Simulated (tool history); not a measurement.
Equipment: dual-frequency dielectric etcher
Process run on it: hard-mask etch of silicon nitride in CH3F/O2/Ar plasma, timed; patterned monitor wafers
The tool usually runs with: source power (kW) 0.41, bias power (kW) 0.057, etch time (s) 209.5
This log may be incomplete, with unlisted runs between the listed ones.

| run | hour | source power (kW) | bias power (kW) | etch time (s) | read-back reference wafer on the same gauge, depth_nm | mean etch depth across the wafer (angstrom) |
|---|---|---|---|---|---|---|
| 1 | 0 | 0.41 | 0.067 | 209.5 | 153 | 1548 |
|  | 25.2 | wet clean of the chamber |
| 2 | 101.2 | 0.41 | 0.067 | 209.5 | 153 | 1514 |
| 3 | 156.1 | 0.41 | 0.067 | 209.5 | 153 | 1516 |
| 4 | 204.8 | 0.41 | 0.064 | 225.5 | 153 | 1605 |
| 5 | 259.2 | 0.41 | 0.064 | 225.5 | 153.1 | 1604 |
| 6 | 306.5 | 0.41 | 0.064 | 225.5 | 153 | 1608 |
| 7 | 407.3 | 0.41 | 0.057 | 209.5 | 152.9 | 1423 |
|  | 457 | wet clean of the chamber |
|  | 554.7 | gauge calibrated |
| 8 | 569.7 | 0.41 | 0.053 | 209.5 | 152.9 | 1355 |
|  | 598.9 | upper electrode replaced |
| 9 | 612 | 0.41 | 0.057 | 176 | 153 | 1184 |
| 10 | 761.8 | 0.41 | 0.057 | 176 | 153 | 1194 |
|  | 766 | bias power generator calibrated |
| 11 | 801.4 | 0.41 | 0.057 | 209.5 | 153 | 1395 |
|  | 868.8 | wet clean of the chamber |
| 12 | 905.2 | 0.41 | 0.057 | 209.5 | 153 | 1375 |
|  | 922.6 | source power generator calibrated |
| 13 | 1059.8 | 0.47 | 0.049 | 243.5 | 152.9 | 1557 |
| 14 | 1147.7 | 0.51 | 0.048 | 234 | 153 | 1526 |
| 15 | 1184.9 | 0.37 | 0.057 | 183.5 | 153 | 1185 |
| 16 | 1231.3 | 0.33 | 0.057 | 209.5 | 153 | 1309 |
| 17 | 1315.5 | 0.41 | 0.057 | 257 | 153 | 1720 |
|  | 1346.2 | wet clean of the chamber |
| 18 | 1389.1 | 0.38 | 0.045 | 209.5 | 153 | 1190 |
| 19 | 1463.8 | 0.35 | 0.057 | 261.5 | 153 | 1642 |
| 20 | 1521.5 | 0.38 | 0.062 | 209.5 | 153 | 1418 |

Each row is a separate what-if for the run after 20, all from the same tool condition, not one after another. Results?
| A | 1522 | 0.41 | 0.057 | 209.5 | ? | ? |
| B | 1522 | 0.46 | 0.069 | 225.5 | ? | ? |
| C | 1522 | 0.35 | 0.044 | 209.5 | ? | ? |

| run | read-back reference wafer on the same gauge, depth_nm | mean etch depth across the wafer (angstrom) |
|---|---|---|
| A | 153 | 1388 |
| B | 153 | 1704 |
| C | 153 | 1152 |
Take away the tool's hidden state, keep each run's random variation, and the runs would have read:
| run | mean etch depth across the wafer (angstrom) |
|---|---|
| A | 1370 |
| B | 1681 |
| C | 1138 |

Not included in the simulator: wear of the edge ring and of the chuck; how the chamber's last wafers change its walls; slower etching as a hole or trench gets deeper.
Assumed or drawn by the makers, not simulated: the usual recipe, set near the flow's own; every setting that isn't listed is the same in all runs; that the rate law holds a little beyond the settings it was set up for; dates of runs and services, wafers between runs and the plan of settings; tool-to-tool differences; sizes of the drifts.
